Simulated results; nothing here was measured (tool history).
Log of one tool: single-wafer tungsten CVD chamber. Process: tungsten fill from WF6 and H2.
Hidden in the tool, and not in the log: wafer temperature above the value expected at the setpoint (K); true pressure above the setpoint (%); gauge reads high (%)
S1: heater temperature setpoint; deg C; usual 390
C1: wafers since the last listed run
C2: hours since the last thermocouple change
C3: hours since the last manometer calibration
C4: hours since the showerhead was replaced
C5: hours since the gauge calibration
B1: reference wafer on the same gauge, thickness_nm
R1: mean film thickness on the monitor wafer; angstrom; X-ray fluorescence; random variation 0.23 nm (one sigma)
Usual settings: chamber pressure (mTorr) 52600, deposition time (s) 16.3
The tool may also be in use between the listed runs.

Run 1, hour 0.0: usual settings; C1 0; C2 785.0; C3 2348.3; C4 3506.9; C5 94.2; B1 41.395. Result: R1 499.09 angstrom.
Run 2, hour 34.5: usual settings but S1 402 deg C; C1 1135; C2 819.5; C3 2382.8; C4 3541.4; C5 128.7; B1 41.489. Result: R1 608.57 angstrom.
Run 3, hour 55.5: usual settings; C1 691; C2 840.5; C3 2403.8; C4 3562.4; C5 149.7; B1 41.324. Result: R1 499.36 angstrom.
Run 4, hour 134.6: usual settings; C1 2603; C2 919.6; C3 2482.9; C4 3641.5; C5 228.8; B1 41.395. Result: R1 498.89 angstrom.
Run 5, hour 217.9: usual settings; C1 2741; C2 1002.9; C3 2566.2; C4 3724.8; C5 312.1; B1 41.521. Result: R1 502.81 angstrom.
Run 6, hour 231.0: usual settings but deposition time (s) 18.9; C1 431; C2 1016.0; C3 2579.3; C4 3737.9; C5 325.2; B1 41.443. Result: R1 583.78 angstrom.
Run 7, hour 264.6: usual settings but deposition time (s) 18.9; C1 1105; C2 1049.6; C3 2612.9; C4 3771.5; C5 358.8; B1 41.299. Result: R1 579.04 angstrom.
Run 8, hour 292.9: usual settings but deposition time (s) 18.9; C1 931; C2 1077.9; C3 2641.2; C4 3799.8; C5 387.1; B1 41.384. Result: R1 579.89 angstrom.
At hour 305.7: showerhead replaced.
Run 9, hour 319.3: usual settings; C1 605; C2 1104.3; C3 2667.6; C4 13.6; C5 413.5; B1 41.348. Result: R1 502.16 angstrom.
Run 10, hour 337.0: usual settings; C1 582; C2 1122.0; C3 2685.3; C4 31.3; C5 431.2; B1 41.403. Result: R1 500.83 angstrom.
Run 11, hour 355.5: usual settings; C1 608; C2 1140.5; C3 2703.8; C4 49.8; C5 449.7; B1 41.412. Result: R1 498.31 angstrom.
Run 12, hour 368.6: usual settings but S1 394 deg C, chamber pressure (mTorr) 43900, deposition time (s) 13.7; C1 431; C2 1153.6; C3 2716.9; C4 62.9; C5 462.8; B1 41.424. Result: R1 402.77 angstrom.
Run 13, hour 391.5: usual settings but S1 384 deg C, chamber pressure (mTorr) 64200, deposition time (s) 19.3; C1 753; C2 1176.5; C3 2739.8; C4 85.8; C5 485.7; B1 41.384. Result: R1 601.66 angstrom.
Run 14, hour 415.1: usual settings but S1 385 deg C, chamber pressure (mTorr) 56300, deposition time (s) 19.3; C1 776; C2 1200.1; C3 2763.4; C4 109.4; C5 509.3; B1 41.410. Result: R1 568.60 angstrom.
Run 15, hour 443.3: usual settings but S1 378 deg C, chamber pressure (mTorr) 48200; C1 928; C2 1228.3; C3 2791.6; C4 137.6; C5 537.5; B1 41.413. Result: R1 384.07 angstrom.
Run 16, hour 461.9: usual settings but S1 399 deg C, chamber pressure (mTorr) 56100, deposition time (s) 18.8; C1 612; C2 1246.9; C3 2810.2; C4 156.2; C5 556.1; B1 41.400. Result: R1 698.03 angstrom.
At hour 494.2: thermocouple changed; heater temperature recalibrated.
Run 17, hour 494.7: usual settings but S1 378 deg C; C1 816; C2 0.5; C3 2843.0; C4 189.0; C5 588.9; B1 41.336. Result: R1 408.05 angstrom.
Run 18, hour 506.7: usual settings; C1 394; C2 12.5; C3 2855.0; C4 201.0; C5 600.9; B1 41.438. Result: R1 497.79 angstrom.
Run 19, hour 522.4: usual settings but S1 399 deg C, chamber pressure (mTorr) 56100, deposition time (s) 18.8; C1 516; C2 28.2; C3 2870.7; C4 216.7; C5 616.6; B1 41.270. Result: R1 701.03 angstrom.
Run 20, hour 557.0: usual settings but deposition time (s) 13.9; C1 1138; C2 62.8; C3 2905.3; C4 251.3; C5 651.2; B1 41.446. Result: R1 426.81 angstrom.
Run 21, hour 589.7: usual settings; C1 1076; C2 95.5; C3 2938.0; C4 284.0; C5 683.9; B1 41.424. Result: R1 501.25 angstrom.
Run 22, hour 622.2: usual settings but S1 399 deg C, chamber pressure (mTorr) 61200; C1 1069; C2 128.0; C3 2970.5; C4 316.5; C5 716.4; B1 41.531. Result: R1 634.66 angstrom.
Run 23, hour 643.8: usual settings but S1 384 deg C, chamber pressure (mTorr) 64200, deposition time (s) 19.3; C1 710; C2 149.6; C3 2992.1; C4 338.1; C5 738.0; B1 41.398. Result: R1 603.44 angstrom.
Run 24, hour 673.5: usual settings but S1 378 deg C, chamber pressure (mTorr) 57900, deposition time (s) 18.5; C1 977; C2 179.3; C3 3021.8; C4 367.8; C5 767.7; B1 41.356. Result: R1 488.55 angstrom.
At hour 697.8: gauge calibrated.
Run 25, hour 709.0: usual settings but deposition time (s) 13.5; C1 1168; C2 214.8; C3 3057.3; C4 403.3; C5 11.2; B1 41.395. Result: R1 414.72 angstrom.
At hour 729.9: capacitance manometer re-zeroed and calibrated.
Run 26, hour 744.5: usual settings; C1 905; C2 250.3; C3 14.6; C4 438.8; C5 46.7; B1 41.531. Result: R1 499.08 angstrom.
Run 27, hour 767.0: usual settings but deposition time (s) 13.8; C1 740; C2 272.8; C3 37.1; C4 461.3; C5 69.2; B1 41.466. Result: R1 422.07 angstrom.
Run 28, hour 794.7: usual settings but S1 395 deg C; C1 911; C2 300.5; C3 64.8; C4 489.0; C5 96.9; B1 41.370. Result: R1 541.65 angstrom.
Run 29, hour 821.9: usual settings but S1 395 deg C, chamber pressure (mTorr) 41000, deposition time (s) 18.2; C1 895; C2 327.7; C3 92.0; C4 516.2; C5 124.1; B1 41.344. Result: R1 514.97 angstrom.
Run 30, hour 854.7: usual settings but chamber pressure (mTorr) 40100, deposition time (s) 13.7; C1 1079; C2 360.5; C3 124.8; C4 549.0; C5 156.9; B1 41.379. Result: R1 349.29 angstrom.
Run 31, hour 953.6: usual settings; C1 3255; C2 459.4; C3 223.7; C4 647.9; C5 255.8; B1 41.416. Result: R1 503.49 angstrom.
Run 32, hour 978.1: usual settings but chamber pressure (mTorr) 46300; C1 806; C2 483.9; C3 248.2; C4 672.4; C5 280.3; B1 41.407. Result: R1 463.25 angstrom.
Run 33, hour 999.1: usual settings; C1 691; C2 504.9; C3 269.2; C4 693.4; C5 301.3; B1 41.379. Result: R1 504.01 angstrom.

How the hidden state differs across the entries between the runs, from the last listed run before each to the first after it:
Between runs 8 and 9: showerhead replaced (hour 305.7)
  no hidden state differs between the two runs
Between runs 16 and 17: thermocouple changed; heater temperature recalibrated (hour 494.2)
  no hidden state differs between the two runs
Between runs 24 and 25: gauge calibrated (hour 697.8)
  no hidden state differs between the two runs
Between runs 25 and 26: capacitance manometer re-zeroed and calibrated (hour 729.9)
  no hidden state differs between the two runs
